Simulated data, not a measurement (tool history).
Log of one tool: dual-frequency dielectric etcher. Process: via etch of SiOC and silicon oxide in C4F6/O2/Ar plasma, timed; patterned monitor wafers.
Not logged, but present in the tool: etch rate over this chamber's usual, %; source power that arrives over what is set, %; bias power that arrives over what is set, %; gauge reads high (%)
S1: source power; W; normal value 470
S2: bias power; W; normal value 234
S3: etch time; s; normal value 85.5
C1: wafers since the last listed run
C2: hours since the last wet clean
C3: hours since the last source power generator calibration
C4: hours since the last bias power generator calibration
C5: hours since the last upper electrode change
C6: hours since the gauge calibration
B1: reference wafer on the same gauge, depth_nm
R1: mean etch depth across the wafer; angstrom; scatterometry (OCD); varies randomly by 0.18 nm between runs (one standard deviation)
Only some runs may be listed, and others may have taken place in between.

run,hour,S1,S2,S3,C1,C2,C3,C4,C5,C6,B1,R1
1,0,470,234,79.5,0,568.4,3356.8,2805.7,3982.8,196.3,97.1,1076
# hour 19.2: gauge calibrated
2,20.6,380,234,85.5,254,589,3377.4,2826.3,4003.4,1.4,97,1084
3,37.2,380,234,85.5,204,605.6,3394,2842.9,4020,18,97.1,1085
4,56,470,234,79,231,624.4,3412.8,2861.7,4038.8,36.8,97,1064
5,90.9,470,234,85.5,430,659.3,3447.7,2896.6,4073.7,71.7,97,1152
# hour 114.9: source power generator calibrated
# hour 128.2: wet clean of the chamber
# hour 130: bias power generator calibrated
# hour 133.4: upper electrode replaced
6,179.1,470,234,85.5,810,50.9,64.2,49.1,45.7,159.9,97,1171
7,194.3,470,234,85.5,187,66.1,79.4,64.3,60.9,175.1,97,1172
8,223.1,470,234,85.5,355,94.9,108.2,93.1,89.7,203.9,97,1170
# hour 227.3: gauge calibrated
9,236.2,410,234,92.5,161,108,121.3,106.2,102.8,8.9,97,1214
10,268.7,540,276,100.5,400,140.5,153.8,138.7,135.3,41.4,97,1518
11,280.9,470,234,85.5,150,152.7,166,150.9,147.5,53.6,97,1172
12,309.7,430,181,75.5,355,181.5,194.8,179.7,176.3,82.4,97,919
13,331.8,470,201,85.5,272,203.6,216.9,201.8,198.4,104.5,97,1110
14,345.7,430,181,75.5,171,217.5,230.8,215.7,212.3,118.4,97,915

Alternative continuations, all from the tool just after run 14; predict every row:
A,346.1,470,234,85.5,4,217.9,231.2,216.1,212.7,118.8,?,?
B,346.1,510,234,93.5,4,217.9,231.2,216.1,212.7,118.8,?,?
C,346.1,370,270,85.5,4,217.9,231.2,216.1,212.7,118.8,?,?
D,346.1,400,266,63.5,4,217.9,231.2,216.1,212.7,118.8,?,?
E,346.1,430,234,66,4,217.9,231.2,216.1,212.7,118.8,?,?

run,B1,R1
A,97,1167
B,97,1308
C,97,1147
D,97,866
E,97,877
With no hidden state in the tool, these same runs would have given:
run,R1
A,1175
B,1318
C,1155
D,872
E,884
